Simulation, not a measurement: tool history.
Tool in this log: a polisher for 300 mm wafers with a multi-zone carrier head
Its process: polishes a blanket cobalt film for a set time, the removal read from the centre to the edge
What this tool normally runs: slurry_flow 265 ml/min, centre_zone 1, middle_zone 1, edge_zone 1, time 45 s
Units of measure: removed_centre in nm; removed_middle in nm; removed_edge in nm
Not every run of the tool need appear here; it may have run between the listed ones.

run    hour  slurry_flow  centre_zone  middle_zone  edge_zone  time  incoming thickness of the incoming film, nm  removed_centre  removed_middle  removed_edge
  1       0          265            1            1          1    45                                        661.2           138.8           137.9         140.2
       36.4  -- edge zone pressure recalibrated
  2    91.3          265            1            1          1    45                                        648.8           136.1           133.7         138.3
  3   137.5          265            1            1          1    55                                        648.6           166.9           163.6         168.6
  4   193.3          265            1            1          1    45                                        649.1           135.5           132.8         134.7
      199.1  -- worn pad replaced by a new one
  5   289.9          265         0.92         0.95          1    45                                        646.6           118.9           124.6         135.8
        366  -- edge zone pressure recalibrated
  6   375.7          265         0.92         0.95          1    45                                        652.7           118.2           125.7         135.1
  7   419.2          265         0.92         0.95          1    45                                        642.6           118.7           123.3         132.3
  8   489.8          265            1            1          1    45                                        645.6           130.7           128.9         132.6
      556.2  -- worn pad replaced by a new one
  9   585.5          265            1            1          1    45                                        648.9           128.4           124.7         131.5
 10   633.9          265            1            1       0.94    45                                          639           129.4           127.4         127.8
      693.9  -- edge zone pressure recalibrated
 11   738.6          265            1            1       0.94    45                                        647.3           124.7           125.4         127.9
      759.4  -- slurry nozzle cleaned
 12     822          265            1            1          1    57                                        656.4           173.6           173.8         176.5
      877.1  -- worn pad replaced by a new one
 13   925.2          265         1.09         0.97       0.88    56                                        648.4           185.1             160         159.1
      968.2  -- centre zone pressure recalibrated
 14   968.7          345         1.04            1       0.93    45                                        641.7           147.4             137         132.3
 15  1038.6          265         0.88            1          1    45                                        659.2           116.4           129.9         133.8
 16  1097.9          265            1            1          1    45                                        644.4           131.8             129         130.8
     1101.1  -- edge zone pressure recalibrated
 17  1146.8          265            1            1          1    45                                        648.8           128.6           125.7         133.5
 18  1244.3          235         1.03            1       1.11    45                                          647           127.4           124.4         134.5
     1271.2  -- worn pad replaced by a new one
       1290  -- carrier head's membrane replaced by a new one
 19  1370.8          265         0.96            1       1.08    45                                        639.5           120.3           125.1         135.3
 20  1416.1          265         0.92         0.95          1    45                                          649           114.6           120.1         128.8
     1448.1  -- edge zone pressure recalibrated
     1473.1  -- slurry nozzle cleaned
 21  1513.8          265         1.07            1       1.09    45                                        656.1           147.6           137.3         142.9
 22  1604.2          265            1            1       0.91    32                                        644.9            95.5            92.4          92.1
     1667.9  -- worn pad replaced by a new one
 23  1706.9          265            1            1          1    56                                        650.4           165.2             161           170

Results per run with the tool's hidden condition removed, run-to-run variation unchanged:
What the log doesn't record here: removal rate lost through wear of the pad, %; slurry flow missing at the pad, %; deviation of the centre zone's pressure from its setpoint, %; deviation of the edge zone's pressure from its setpoint, %.
run  removed_centre  removed_middle  removed_edge
  1             139           138.1         140.4
  2           138.9           136.1         140.3
  3           171.8             168           172
  4             141           137.6         138.4
  5           125.7             131           141
  6           126.4           133.6         141.4
  7           127.6           131.7         138.9
  8           141.6           138.6         139.9
  9           140.3           134.9         139.5
 10           141.7           138.3         135.9
 11           137.4           136.8         136.4
 12           176.4           176.3         178.4
 13             192           165.4         163.1
 14           152.4           141.2         135.4
 15           123.2           136.7           139
 16           140.8           136.9         136.7
 17           138.2           134.1         140.1
 18           140.1           135.4         143.1
 19           132.1             136           144
 20           126.2           130.9         137.3
 21           149.2           138.6         143.9
 22            98.3            94.8            94
 23           173.4           168.1         175.7
